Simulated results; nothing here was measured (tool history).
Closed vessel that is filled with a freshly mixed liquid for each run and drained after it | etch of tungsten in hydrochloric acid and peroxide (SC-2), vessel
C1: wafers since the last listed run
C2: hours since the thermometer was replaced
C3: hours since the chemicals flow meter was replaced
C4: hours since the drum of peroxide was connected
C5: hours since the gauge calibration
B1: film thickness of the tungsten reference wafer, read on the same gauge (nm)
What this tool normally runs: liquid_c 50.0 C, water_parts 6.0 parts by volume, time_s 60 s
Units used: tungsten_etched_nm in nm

{"run": 1, "hour": 0.0, "liquid_c": 50.0, "water_parts": 4.0, "time_s": 60, "C1": 0, "C2": 565.6, "C3": 68.5, "C4": 2.5, "C5": 988.0, "B1": 39.99, "tungsten_etched_nm": 27.04}
{"run": 2, "hour": 221.4, "liquid_c": 55.0, "water_parts": 6.0, "time_s": 60, "C1": 14299, "C2": 787.0, "C3": 289.9, "C4": 223.9, "C5": 1209.4, "B1": 39.97, "tungsten_etched_nm": 26.97}
{"run": 3, "hour": 264.5, "liquid_c": 55.0, "water_parts": 6.0, "time_s": 60, "C1": 2783, "C2": 830.1, "C3": 333.0, "C4": 267.0, "C5": 1252.5, "B1": 39.99, "tungsten_etched_nm": 26.75}
{"run": 4, "hour": 372.4, "liquid_c": 55.0, "water_parts": 6.0, "time_s": 60, "C1": 6969, "C2": 938.0, "C3": 440.9, "C4": 374.9, "C5": 1360.4, "B1": 39.96, "tungsten_etched_nm": 26.21}
{"hour": 460.3, "done": "chemicals flow meter replaced"}
{"run": 5, "hour": 476.5, "liquid_c": 50.0, "water_parts": 6.0, "time_s": 60, "C1": 6659, "C2": 1042.1, "C3": 16.2, "C4": 479.0, "C5": 1464.5, "B1": 40.01, "tungsten_etched_nm": 18.84}
{"run": 6, "hour": 547.3, "liquid_c": 50.0, "water_parts": 6.0, "time_s": 60, "C1": 4572, "C2": 1112.9, "C3": 87.0, "C4": 549.8, "C5": 1535.3, "B1": 40.0, "tungsten_etched_nm": 18.88}
{"hour": 578.3, "done": "thermometer replaced"}
{"run": 7, "hour": 592.4, "liquid_c": 50.0, "water_parts": 8.0, "time_s": 60, "C1": 2848, "C2": 14.1, "C3": 132.1, "C4": 594.9, "C5": 1580.4, "B1": 40.01, "tungsten_etched_nm": 15.22}
{"run": 8, "hour": 628.9, "liquid_c": 50.0, "water_parts": 8.0, "time_s": 60, "C1": 2357, "C2": 50.6, "C3": 168.6, "C4": 631.4, "C5": 1616.9, "B1": 39.98, "tungsten_etched_nm": 14.78}
{"hour": 644.0, "done": "new drum of peroxide connected"}
{"hour": 683.3, "done": "gauge calibrated"}
{"run": 9, "hour": 707.3, "liquid_c": 46.5, "water_parts": 6.0, "time_s": 60, "C1": 4999, "C2": 129.0, "C3": 247.0, "C4": 63.3, "C5": 24.0, "B1": 39.95, "tungsten_etched_nm": 15.65}
{"run": 10, "hour": 807.0, "liquid_c": 50.0, "water_parts": 6.0, "time_s": 60, "C1": 6439, "C2": 228.7, "C3": 346.7, "C4": 163.0, "C5": 123.7, "B1": 39.99, "tungsten_etched_nm": 19.77}
{"run": 11, "hour": 845.8, "liquid_c": 50.0, "water_parts": 6.0, "time_s": 30, "C1": 2506, "C2": 267.5, "C3": 385.5, "C4": 201.8, "C5": 162.5, "B1": 40.0, "tungsten_etched_nm": 9.87}
{"run": 12, "hour": 897.3, "liquid_c": 50.0, "water_parts": 6.0, "time_s": 90, "C1": 3326, "C2": 319.0, "C3": 437.0, "C4": 253.3, "C5": 214.0, "B1": 39.99, "tungsten_etched_nm": 29.66}
{"hour": 965.4, "done": "chemicals flow meter replaced"}
{"run": 13, "hour": 995.6, "liquid_c": 50.0, "water_parts": 8.5, "time_s": 60, "C1": 6284, "C2": 417.3, "C3": 30.2, "C4": 351.6, "C5": 312.3, "B1": 39.98, "tungsten_etched_nm": 14.83}
{"run": 14, "hour": 1087.6, "liquid_c": 50.0, "water_parts": 5.0, "time_s": 40, "C1": 5942, "C2": 509.3, "C3": 122.2, "C4": 443.6, "C5": 404.3, "B1": 39.99, "tungsten_etched_nm": 14.63}
{"run": 15, "hour": 1125.4, "liquid_c": 56.0, "water_parts": 6.0, "time_s": 30, "C1": 2441, "C2": 547.1, "C3": 160.0, "C4": 481.4, "C5": 442.1, "B1": 40.02, "tungsten_etched_nm": 14.08}
{"run": 16, "hour": 1203.4, "liquid_c": 42.0, "water_parts": 4.0, "time_s": 85, "C1": 5037, "C2": 625.1, "C3": 238.0, "C4": 559.4, "C5": 520.1, "B1": 40.01, "tungsten_etched_nm": 20.78}
{"hour": 1232.6, "done": "new drum of peroxide connected"}
{"run": 17, "hour": 1262.6, "liquid_c": 47.0, "water_parts": 5.0, "time_s": 45, "C1": 3759, "C2": 684.3, "C3": 297.2, "C4": 30.0, "C5": 579.3, "B1": 40.01, "tungsten_etched_nm": 14.22}
{"run": 18, "hour": 1302.6, "liquid_c": 42.0, "water_parts": 4.0, "time_s": 85, "C1": 2583, "C2": 724.3, "C3": 337.2, "C4": 70.0, "C5": 619.3, "B1": 39.95, "tungsten_etched_nm": 22.04}
{"run": 19, "hour": 1371.7, "liquid_c": 50.0, "water_parts": 6.0, "time_s": 60, "C1": 4463, "C2": 793.4, "C3": 406.3, "C4": 139.1, "C5": 688.4, "B1": 40.01, "tungsten_etched_nm": 19.75}
{"run": 20, "hour": 1457.6, "liquid_c": 59.5, "water_parts": 8.0, "time_s": 90, "C1": 5548, "C2": 879.3, "C3": 492.2, "C4": 225.0, "C5": 774.3, "B1": 40.0, "tungsten_etched_nm": 44.08}

Predict each of these 5 candidate next runs independently; none follows another, all start after run 20:
{"run": "A", "hour": 1458.3, "liquid_c": 50.0, "water_parts": 6.0, "time_s": 60, "C1": 45, "C2": 880.0, "C3": 492.9, "C4": 225.7, "C5": 775.0, "B1": "?", "tungsten_etched_nm": "?"}
{"run": "B", "hour": 1458.3, "liquid_c": 60.0, "water_parts": 9.0, "time_s": 85, "C1": 45, "C2": 880.0, "C3": 492.9, "C4": 225.7, "C5": 775.0, "B1": "?", "tungsten_etched_nm": "?"}
{"run": "C", "hour": 1458.3, "liquid_c": 40.0, "water_parts": 6.0, "time_s": 60, "C1": 45, "C2": 880.0, "C3": 492.9, "C4": 225.7, "C5": 775.0, "B1": "?", "tungsten_etched_nm": "?"}
{"run": "D", "hour": 1458.3, "liquid_c": 53.5, "water_parts": 6.0, "time_s": 35, "C1": 45, "C2": 880.0, "C3": 492.9, "C4": 225.7, "C5": 775.0, "B1": "?", "tungsten_etched_nm": "?"}
{"run": "E", "hour": 1458.3, "liquid_c": 50.0, "water_parts": 6.0, "time_s": 35, "C1": 45, "C2": 880.0, "C3": 492.9, "C4": 225.7, "C5": 775.0, "B1": "?", "tungsten_etched_nm": "?"}

run=A B1=40.00 tungsten_etched_nm=19.70
run=B B1=40.00 tungsten_etched_nm=38.71
run=C B1=40.00 tungsten_etched_nm=9.90
run=D B1=40.00 tungsten_etched_nm=14.47
run=E B1=40.00 tungsten_etched_nm=11.49
Take away the tool's hidden state, keep each run's random variation, and the runs would have read:
run=A tungsten_etched_nm=20.20
run=B tungsten_etched_nm=39.73
run=C tungsten_etched_nm=10.15
run=D tungsten_etched_nm=14.84
run=E tungsten_etched_nm=11.78
